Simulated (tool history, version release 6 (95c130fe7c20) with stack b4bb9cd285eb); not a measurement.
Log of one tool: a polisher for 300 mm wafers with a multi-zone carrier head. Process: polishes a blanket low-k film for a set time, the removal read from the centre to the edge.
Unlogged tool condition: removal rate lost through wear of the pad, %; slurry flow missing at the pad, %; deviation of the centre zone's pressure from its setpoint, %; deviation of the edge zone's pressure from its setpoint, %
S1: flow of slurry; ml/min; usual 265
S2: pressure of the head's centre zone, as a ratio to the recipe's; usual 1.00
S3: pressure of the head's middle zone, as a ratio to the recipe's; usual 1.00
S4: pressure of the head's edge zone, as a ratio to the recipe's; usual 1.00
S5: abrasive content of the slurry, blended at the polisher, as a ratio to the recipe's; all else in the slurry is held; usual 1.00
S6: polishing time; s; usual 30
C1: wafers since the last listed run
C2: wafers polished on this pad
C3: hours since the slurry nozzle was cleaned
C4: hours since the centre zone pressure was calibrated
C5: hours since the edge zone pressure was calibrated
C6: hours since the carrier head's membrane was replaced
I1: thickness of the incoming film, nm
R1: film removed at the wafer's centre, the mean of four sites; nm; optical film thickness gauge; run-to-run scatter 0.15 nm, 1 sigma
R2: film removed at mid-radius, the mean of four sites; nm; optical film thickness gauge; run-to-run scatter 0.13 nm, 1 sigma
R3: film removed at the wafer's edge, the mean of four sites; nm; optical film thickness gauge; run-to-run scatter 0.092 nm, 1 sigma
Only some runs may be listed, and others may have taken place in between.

run 1 day=0.000 | S1=265 S2=1.00 S3=1.00 S4=1.06 S5=1.00 S6=30 | C1=0 C2=3704 C3=35.6 C4=982.2 C5=436.9 C6=694.1 | I1=667.0 | R1=11.8 R2=10.8 R3=11.0
run 2 day=1.821 | S1=265 S2=1.00 S3=1.00 S4=1.00 S5=1.00 S6=30 | C1=482 C2=4187 C3=79.3 C4=1025.9 C5=480.6 C6=737.8 | I1=656.2 | R1=11.6 R2=10.7 R3=10.8
run 3 day=3.512 | S1=265 S2=1.00 S3=1.00 S4=1.00 S5=1.00 S6=30 | C1=448 C2=4635 C3=119.9 C4=1066.5 C5=521.2 C6=778.4 | I1=656.0 | R1=11.2 R2=10.8 R3=10.8
-- day=3.696 worn pad replaced by a new one
run 4 day=6.308 | S1=265 S2=1.00 S3=1.00 S4=1.00 S5=1.00 S6=30 | C1=696 C2=691 C3=187.0 C4=1133.6 C5=588.3 C6=845.5 | I1=664.2 | R1=11.7 R2=10.5 R3=10.8
-- day=6.404 centre zone pressure recalibrated
run 5 day=9.142 | S1=265 S2=1.00 S3=1.00 S4=1.00 S5=1.00 S6=30 | C1=728 C2=1420 C3=255.0 C4=65.7 C5=656.3 C6=913.5 | I1=663.7 | R1=11.0 R2=10.9 R3=10.8
run 6 day=11.779 | S1=265 S2=1.00 S3=0.92 S4=1.00 S5=1.00 S6=30 | C1=698 C2=2119 C3=318.3 C4=129.0 C5=719.6 C6=976.8 | I1=656.9 | R1=10.8 R2=9.7 R3=10.8
run 7 day=14.479 | S1=265 S2=1.00 S3=1.00 S4=1.00 S5=0.70 S6=30 | C1=715 C2=2834 C3=383.1 C4=193.8 C5=784.4 C6=1041.6 | I1=661.1 | R1=9.2 R2=9.1 R3=9.1
-- day=15.733 carrier head's membrane replaced by a new one
run 8 day=16.225 | S1=265 S2=1.00 S3=1.00 S4=1.00 S5=1.00 S6=30 | C1=407 C2=3242 C3=425.0 C4=235.7 C5=826.3 C6=11.8 | I1=652.3 | R1=10.5 R2=10.3 R3=10.6
run 9 day=17.850 | S1=265 S2=1.00 S3=0.95 S4=1.00 S5=1.30 S6=30 | C1=430 C2=3672 C3=464.0 C4=274.7 C5=865.3 C6=50.8 | I1=670.8 | R1=12.2 R2=11.0 R3=11.8
-- day=19.750 worn pad replaced by a new one
run 10 day=20.371 | S1=265 S2=1.00 S3=1.00 S4=1.00 S5=1.00 S6=25 | C1=623 C2=164 C3=524.5 C4=335.2 C5=925.8 C6=111.3 | I1=657.4 | R1=9.1 R2=8.5 R3=8.6
-- day=25.162 slurry nozzle cleaned
run 11 day=27.088 | S1=210 S2=1.00 S3=0.92 S4=1.00 S5=1.00 S6=30 | C1=1768 C2=1933 C3=46.2 C4=496.4 C5=1087.0 C6=272.5 | I1=662.4 | R1=11.3 R2=9.8 R3=10.6
run 12 day=29.658 | S1=305 S2=1.00 S3=1.00 S4=1.00 S5=1.10 S6=30 | C1=681 C2=2614 C3=107.9 C4=558.1 C5=1148.7 C6=334.2 | I1=652.7 | R1=12.2 R2=11.4 R3=11.3
run 13 day=31.946 | S1=265 S2=0.97 S3=1.00 S4=1.00 S5=0.80 S6=30 | C1=606 C2=3220 C3=162.8 C4=613.0 C5=1203.6 C6=389.1 | I1=668.6 | R1=9.8 R2=9.6 R3=9.9
-- day=33.412 worn pad replaced by a new one
-- day=34.104 edge zone pressure recalibrated
run 14 day=34.771 | S1=300 S2=1.00 S3=1.00 S4=1.00 S5=0.85 S6=30 | C1=682 C2=337 C3=230.6 C4=680.8 C5=16.0 C6=456.9 | I1=658.2 | R1=10.8 R2=10.1 R3=10.0
run 15 day=39.633 | S1=265 S2=1.00 S3=1.00 S4=1.00 S5=1.00 S6=30 | C1=1288 C2=1625 C3=347.3 C4=797.5 C5=132.7 C6=573.6 | I1=654.8 | R1=11.2 R2=10.9 R3=10.7
-- day=45.012 centre zone pressure recalibrated
run 16 day=45.317 | S1=265 S2=1.05 S3=1.00 S4=1.00 S5=1.00 S6=26 | C1=1483 C2=3109 C3=483.7 C4=7.3 C5=269.1 C6=710.0 | I1=669.4 | R1=9.5 R2=8.9 R3=9.0
-- day=47.879 worn pad replaced by a new one
run 17 day=47.900 | S1=265 S2=1.00 S3=1.00 S4=1.00 S5=0.80 S6=38 | C1=640 C2=5 C3=545.7 C4=69.3 C5=331.1 C6=772.0 | I1=657.1 | R1=11.9 R2=11.8 R3=11.8
-- day=48.262 slurry nozzle cleaned
run 18 day=50.675 | S1=290 S2=1.00 S3=1.11 S4=1.00 S5=1.00 S6=30 | C1=724 C2=729 C3=57.9 C4=135.9 C5=397.7 C6=838.6 | I1=665.5 | R1=11.3 R2=12.0 R3=10.9
run 19 day=53.642 | S1=265 S2=0.93 S3=1.00 S4=1.08 S5=1.30 S6=30 | C1=786 C2=1515 C3=129.1 C4=207.1 C5=468.9 C6=909.8 | I1=663.3 | R1=11.7 R2=11.9 R3=12.5
run 20 day=54.754 | S1=265 S2=1.00 S3=1.00 S4=1.00 S5=1.00 S6=30 | C1=294 C2=1810 C3=155.8 C4=233.8 C5=495.6 C6=936.5 | I1=667.2 | R1=11.2 R2=10.9 R3=11.0

How the hidden state differs across the entries between the runs, from the last listed run before each to the first after it:
From run 3 to run 4: worn pad replaced by a new one (day 3.696)
  slurry flow missing at the pad, %: 5.32 -> 7.9; deviation of the centre zone's pressure from its setpoint, %: 6.47 -> 6.53
  measured minus no-state result, R1: +0.6 -> +0.6 nm; R2: -0.1 -> -0.1 nm; R3: +0.0 -> -0.1 nm
From run 4 to run 5: centre zone pressure recalibrated (day 6.404)
  slurry flow missing at the pad, %: 7.9 -> 11.7; deviation of the centre zone's pressure from its setpoint, %: 6.53 -> 1.49
  measured minus no-state result, R1: +0.6 -> +0.0 nm; R2: -0.1 -> -0.1 nm; R3: -0.1 -> -0.2 nm
From run 7 to run 8: carrier head's membrane replaced by a new one (day 15.733)
  slurry flow missing at the pad, %: 21.9 -> 26.2; deviation of the centre zone's pressure from its setpoint, %: 3.31 -> 3.77
  measured minus no-state result, R1: +0.0 -> +0.0 nm; R2: -0.2 -> -0.3 nm; R3: -0.2 -> -0.3 nm
From run 9 to run 10: worn pad replaced by a new one (day 19.750)
  slurry flow missing at the pad, %: 30.5 -> 38; deviation of the centre zone's pressure from its setpoint, %: 4.15 -> 4.67
  measured minus no-state result, R1: +0.0 -> -0.2 nm; R2: -0.5 -> -0.5 nm; R3: -0.4 -> -0.4 nm
From run 10 to run 11: slurry nozzle cleaned (day 25.162)
  slurry flow missing at the pad, %: 38 -> 3.52; deviation of the centre zone's pressure from its setpoint, %: 4.67 -> 5.67
  measured minus no-state result, R1: -0.2 -> +0.5 nm; R2: -0.5 -> +0.0 nm; R3: -0.4 -> -0.1 nm
From run 13 to run 14: worn pad replaced by a new one (day 33.412); edge zone pressure recalibrated (day 34.104)
  slurry flow missing at the pad, %: 6.58 -> 9.93; deviation of the centre zone's pressure from its setpoint, %: 6.16 -> 6.37
  measured minus no-state result, R1: +0.5 -> +0.5 nm; R2: -0.1 -> -0.1 nm; R3: +0.0 -> -0.1 nm
From run 15 to run 16: centre zone pressure recalibrated (day 45.012)
  slurry flow missing at the pad, %: 18.4 -> 32.6; deviation of the centre zone's pressure from its setpoint, %: 6.66 -> 1.27
  measured minus no-state result, R1: +0.4 -> -0.4 nm; R2: -0.3 -> -0.4 nm; R3: -0.2 -> -0.3 nm
From run 16 to run 17: worn pad replaced by a new one (day 47.879)
  slurry flow missing at the pad, %: 32.6 -> 40.6; deviation of the centre zone's pressure from its setpoint, %: 1.27 -> 2.42
  measured minus no-state result, R1: -0.4 -> -0.6 nm; R2: -0.4 -> -0.8 nm; R3: -0.3 -> -0.6 nm
From run 17 to run 18: slurry nozzle cleaned (day 48.262)
  slurry flow missing at the pad, %: 40.6 -> 3.89; deviation of the centre zone's pressure from its setpoint, %: 2.42 -> 3.43
  measured minus no-state result, R1: -0.6 -> +0.4 nm; R2: -0.8 -> +0.0 nm; R3: -0.6 -> -0.1 nm
